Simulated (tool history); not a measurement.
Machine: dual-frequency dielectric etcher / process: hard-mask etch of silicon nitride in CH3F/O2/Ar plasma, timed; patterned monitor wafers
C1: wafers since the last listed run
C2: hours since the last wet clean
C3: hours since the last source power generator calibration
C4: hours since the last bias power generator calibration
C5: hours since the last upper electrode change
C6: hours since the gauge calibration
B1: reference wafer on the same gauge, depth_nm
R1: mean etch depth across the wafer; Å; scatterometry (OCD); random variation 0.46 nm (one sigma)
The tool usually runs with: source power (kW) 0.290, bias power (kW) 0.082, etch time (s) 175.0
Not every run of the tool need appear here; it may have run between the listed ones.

{"run": 1, "hour": 0.0, "source power (kW)": 0.29, "bias power (kW)": 0.082, "etch time (s)": 175.0, "C1": 0, "C2": 218.9, "C3": 3909.8, "C4": 1603.2, "C5": 3510.4, "C6": 568.4, "B1": 107.1, "R1": 1282}
{"hour": 19.7, "done": "gauge calibrated"}
{"run": 2, "hour": 59.0, "source power (kW)": 0.29, "bias power (kW)": 0.082, "etch time (s)": 175.0, "C1": 372, "C2": 277.9, "C3": 3968.8, "C4": 1662.2, "C5": 3569.4, "C6": 39.3, "B1": 107.0, "R1": 1279}
{"run": 3, "hour": 98.2, "source power (kW)": 0.29, "bias power (kW)": 0.082, "etch time (s)": 175.0, "C1": 247, "C2": 317.1, "C3": 4008.0, "C4": 1701.4, "C5": 3608.6, "C6": 78.5, "B1": 107.0, "R1": 1283}
{"run": 4, "hour": 139.3, "source power (kW)": 0.29, "bias power (kW)": 0.082, "etch time (s)": 175.0, "C1": 259, "C2": 358.2, "C3": 4049.1, "C4": 1742.5, "C5": 3649.7, "C6": 119.6, "B1": 107.0, "R1": 1283}
{"run": 5, "hour": 186.8, "source power (kW)": 0.32, "bias power (kW)": 0.082, "etch time (s)": 175.0, "C1": 300, "C2": 405.7, "C3": 4096.6, "C4": 1790.0, "C5": 3697.2, "C6": 167.1, "B1": 107.0, "R1": 1363}
{"run": 6, "hour": 215.1, "source power (kW)": 0.32, "bias power (kW)": 0.082, "etch time (s)": 175.0, "C1": 178, "C2": 434.0, "C3": 4124.9, "C4": 1818.3, "C5": 3725.5, "C6": 195.4, "B1": 107.0, "R1": 1352}
{"run": 7, "hour": 255.5, "source power (kW)": 0.29, "bias power (kW)": 0.094, "etch time (s)": 175.0, "C1": 255, "C2": 474.4, "C3": 4165.3, "C4": 1858.7, "C5": 3765.9, "C6": 235.8, "B1": 107.0, "R1": 1373}
{"run": 8, "hour": 306.1, "source power (kW)": 0.29, "bias power (kW)": 0.082, "etch time (s)": 175.0, "C1": 319, "C2": 525.0, "C3": 4215.9, "C4": 1909.3, "C5": 3816.5, "C6": 286.4, "B1": 107.0, "R1": 1277}
{"run": 9, "hour": 373.0, "source power (kW)": 0.29, "bias power (kW)": 0.082, "etch time (s)": 175.0, "C1": 422, "C2": 591.9, "C3": 4282.8, "C4": 1976.2, "C5": 3883.4, "C6": 353.3, "B1": 107.0, "R1": 1282}
{"hour": 394.6, "done": "source power generator calibrated"}
{"run": 10, "hour": 398.5, "source power (kW)": 0.29, "bias power (kW)": 0.082, "etch time (s)": 175.0, "C1": 135, "C2": 617.4, "C3": 3.9, "C4": 2001.7, "C5": 3908.9, "C6": 378.8, "B1": 107.0, "R1": 1288}
{"hour": 450.3, "done": "wet clean of the chamber"}
{"run": 11, "hour": 450.8, "source power (kW)": 0.29, "bias power (kW)": 0.082, "etch time (s)": 175.0, "C1": 178, "C2": 0.5, "C3": 56.2, "C4": 2054.0, "C5": 3961.2, "C6": 431.1, "B1": 107.0, "R1": 1278}
{"run": 12, "hour": 492.6, "source power (kW)": 0.25, "bias power (kW)": 0.088, "etch time (s)": 227.0, "C1": 264, "C2": 42.3, "C3": 98.0, "C4": 2095.8, "C5": 4003.0, "C6": 472.9, "B1": 107.0, "R1": 1562}
{"run": 13, "hour": 556.3, "source power (kW)": 0.31, "bias power (kW)": 0.073, "etch time (s)": 127.0, "C1": 402, "C2": 106.0, "C3": 161.7, "C4": 2159.5, "C5": 4066.7, "C6": 536.6, "B1": 106.9, "R1": 923}
{"hour": 576.4, "done": "bias power generator calibrated"}
{"hour": 602.5, "done": "gauge calibrated"}
{"run": 14, "hour": 626.5, "source power (kW)": 0.33, "bias power (kW)": 0.067, "etch time (s)": 175.0, "C1": 418, "C2": 176.2, "C3": 231.9, "C4": 50.1, "C5": 4136.9, "C6": 24.0, "B1": 107.1, "R1": 1255}
{"run": 15, "hour": 669.1, "source power (kW)": 0.29, "bias power (kW)": 0.092, "etch time (s)": 175.0, "C1": 269, "C2": 218.8, "C3": 274.5, "C4": 92.7, "C5": 4179.5, "C6": 66.6, "B1": 107.0, "R1": 1331}
{"run": 16, "hour": 717.0, "source power (kW)": 0.29, "bias power (kW)": 0.063, "etch time (s)": 175.0, "C1": 302, "C2": 266.7, "C3": 322.4, "C4": 140.6, "C5": 4227.4, "C6": 114.5, "B1": 106.9, "R1": 1129}
{"hour": 774.4, "done": "upper electrode replaced"}
{"run": 17, "hour": 774.9, "source power (kW)": 0.29, "bias power (kW)": 0.101, "etch time (s)": 175.0, "C1": 214, "C2": 324.6, "C3": 380.3, "C4": 198.5, "C5": 0.5, "C6": 172.4, "B1": 107.1, "R1": 1380}
{"hour": 803.4, "done": "bias power generator calibrated, repeated, since the last time left the tool worse"}
{"run": 18, "hour": 819.3, "source power (kW)": 0.25, "bias power (kW)": 0.089, "etch time (s)": 211.0, "C1": 255, "C2": 369.0, "C3": 424.7, "C4": 15.9, "C5": 44.9, "C6": 216.8, "B1": 107.1, "R1": 1479}
{"run": 19, "hour": 847.9, "source power (kW)": 0.29, "bias power (kW)": 0.082, "etch time (s)": 175.0, "C1": 180, "C2": 397.6, "C3": 453.3, "C4": 44.5, "C5": 73.5, "C6": 245.4, "B1": 107.0, "R1": 1300}
{"run": 20, "hour": 893.6, "source power (kW)": 0.29, "bias power (kW)": 0.082, "etch time (s)": 175.0, "C1": 288, "C2": 443.3, "C3": 499.0, "C4": 90.2, "C5": 119.2, "C6": 291.1, "B1": 106.9, "R1": 1297}
{"run": 21, "hour": 948.5, "source power (kW)": 0.35, "bias power (kW)": 0.097, "etch time (s)": 155.5, "C1": 347, "C2": 498.2, "C3": 553.9, "C4": 145.1, "C5": 174.1, "C6": 346.0, "B1": 107.1, "R1": 1378}
{"run": 22, "hour": 1017.3, "source power (kW)": 0.25, "bias power (kW)": 0.094, "etch time (s)": 175.0, "C1": 434, "C2": 567.0, "C3": 622.7, "C4": 213.9, "C5": 242.9, "C6": 414.8, "B1": 107.0, "R1": 1260}

Consider 5 possible next runs. They are alternatives, not a sequence: every one starts from the tool as it was left by run 22. What does each give?
{"run": "A", "hour": 1017.8, "source power (kW)": 0.25, "bias power (kW)": 0.082, "etch time (s)": 175.0, "C1": 3, "C2": 567.5, "C3": 623.2, "C4": 214.4, "C5": 243.4, "C6": 415.3, "B1": "?", "R1": "?"}
{"run": "B", "hour": 1017.8, "source power (kW)": 0.29, "bias power (kW)": 0.095, "etch time (s)": 175.0, "C1": 3, "C2": 567.5, "C3": 623.2, "C4": 214.4, "C5": 243.4, "C6": 415.3, "B1": "?", "R1": "?"}
{"run": "C", "hour": 1017.8, "source power (kW)": 0.31, "bias power (kW)": 0.082, "etch time (s)": 175.0, "C1": 3, "C2": 567.5, "C3": 623.2, "C4": 214.4, "C5": 243.4, "C6": 415.3, "B1": "?", "R1": "?"}
{"run": "D", "hour": 1017.8, "source power (kW)": 0.29, "bias power (kW)": 0.082, "etch time (s)": 134.5, "C1": 3, "C2": 567.5, "C3": 623.2, "C4": 214.4, "C5": 243.4, "C6": 415.3, "B1": "?", "R1": "?"}
{"run": "E", "hour": 1017.8, "source power (kW)": 0.29, "bias power (kW)": 0.088, "etch time (s)": 130.5, "C1": 3, "C2": 567.5, "C3": 623.2, "C4": 214.4, "C5": 243.4, "C6": 415.3, "B1": "?", "R1": "?"}

run=A B1=107.0 R1=1178
run=B B1=107.0 R1=1379
run=C B1=107.0 R1=1345
run=D B1=107.0 R1=994
run=E B1=107.0 R1=995
What these runs would have given with no unlogged condition in the tool:
run=A R1=1185
run=B R1=1387
run=C R1=1352
run=D R1=999
run=E R1=1000
